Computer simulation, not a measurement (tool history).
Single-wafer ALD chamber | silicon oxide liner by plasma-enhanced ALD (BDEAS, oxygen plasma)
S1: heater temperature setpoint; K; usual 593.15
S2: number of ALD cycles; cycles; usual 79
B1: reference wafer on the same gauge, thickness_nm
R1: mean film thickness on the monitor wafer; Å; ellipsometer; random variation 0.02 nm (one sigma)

run,day,S1,S2,B1,R1
1,0,593.15,89,7.55,87.78
2,1.754,596.15,87,7.549,85.69
3,2.938,593.15,79,7.555,77.83
4,5.738,593.15,79,7.542,77.54
5,7.533,593.15,79,7.554,77.81
6,10.354,593.15,79,7.546,77.81
7,11.629,593.15,83,7.547,81.7
8,13.833,593.15,79,7.551,77.73
9,15.979,593.15,79,7.56,77.5
10,17.283,593.15,79,7.546,77.73
11,18.642,593.15,79,7.545,77.68
12,19.912,593.15,79,7.552,77.8
13,22.792,593.15,79,7.547,77.92
14,28.525,593.15,79,7.548,77.79
15,30.729,593.15,79,7.553,77.59
# day 33.925: thermocouple changed; heater temperature recalibrated
16,33.946,593.15,79,7.548,78.32
17,37.296,593.15,79,7.558,78.54
18,38.458,593.15,79,7.546,78.3
19,39.812,593.15,79,7.556,78.05
20,41.079,593.15,79,7.556,77.96
21,42.667,603.15,79,7.546,77.05
# day 44.233: gauge calibrated
22,44.438,593.15,79,7.551,78.19
23,47.054,606.15,90,7.55,87.18
24,49.983,593.15,79,7.559,77.89
25,58.388,585.15,74,7.547,74.06
26,60.333,581.15,70,7.554,70.7
27,62.988,580.15,66,7.555,66.19
28,71.825,599.15,85,7.551,82.44
29,74.692,585.15,79,7.548,79.05
30,76.042,588.15,73,7.544,72.36
31,78.017,593.15,79,7.545,77.65
32,80.958,593.15,79,7.55,77.8
33,82.742,583.15,69,7.542,68.97
34,83.979,584.15,84,7.551,83.95
# day 85.588: thermocouple changed; heater temperature recalibrated
35,85.971,605.15,91,7.552,88.6
36,88.375,605.15,87,7.546,84.56
37,89.742,600.15,79,7.552,77.45
38,91.667,593.15,79,7.548,78.53
39,94.3,582.15,90,7.55,90.66
40,97.704,593.15,79,7.547,77.94
41,100.129,602.15,88,7.554,85.52
42,102.283,593.15,79,7.553,77.89
43,103.75,599.15,83,7.557,80.93
44,105.304,608.15,69,7.556,66.26

Measured less the same run without the tool's hidden state. The same run-to-run variation is in both; the gauge's scatter may not be:
The hidden state here: wafer temperature above the value expected at the setpoint (K); gauge reads high (%).
run,R1
1,-0.68
2,-0.68
3,-0.64
4,-0.66
5,-0.68
6,-0.71
7,-0.75
8,-0.73
9,-0.74
10,-0.75
11,-0.76
12,-0.77
13,-0.78
14,-0.8
15,-0.8
16,+0
17,-0.13
18,-0.15
19,-0.2
20,-0.24
21,-0.28
22,-0.33
23,-0.44
24,-0.45
25,-0.53
26,-0.52
27,-0.51
28,-0.73
29,-0.7
30,-0.65
31,-0.71
32,-0.73
33,-0.64
34,-0.78
35,-0.01
36,-0.1
37,-0.14
38,-0.2
39,-0.32
40,-0.36
41,-0.45
42,-0.45
43,-0.5
44,-0.43

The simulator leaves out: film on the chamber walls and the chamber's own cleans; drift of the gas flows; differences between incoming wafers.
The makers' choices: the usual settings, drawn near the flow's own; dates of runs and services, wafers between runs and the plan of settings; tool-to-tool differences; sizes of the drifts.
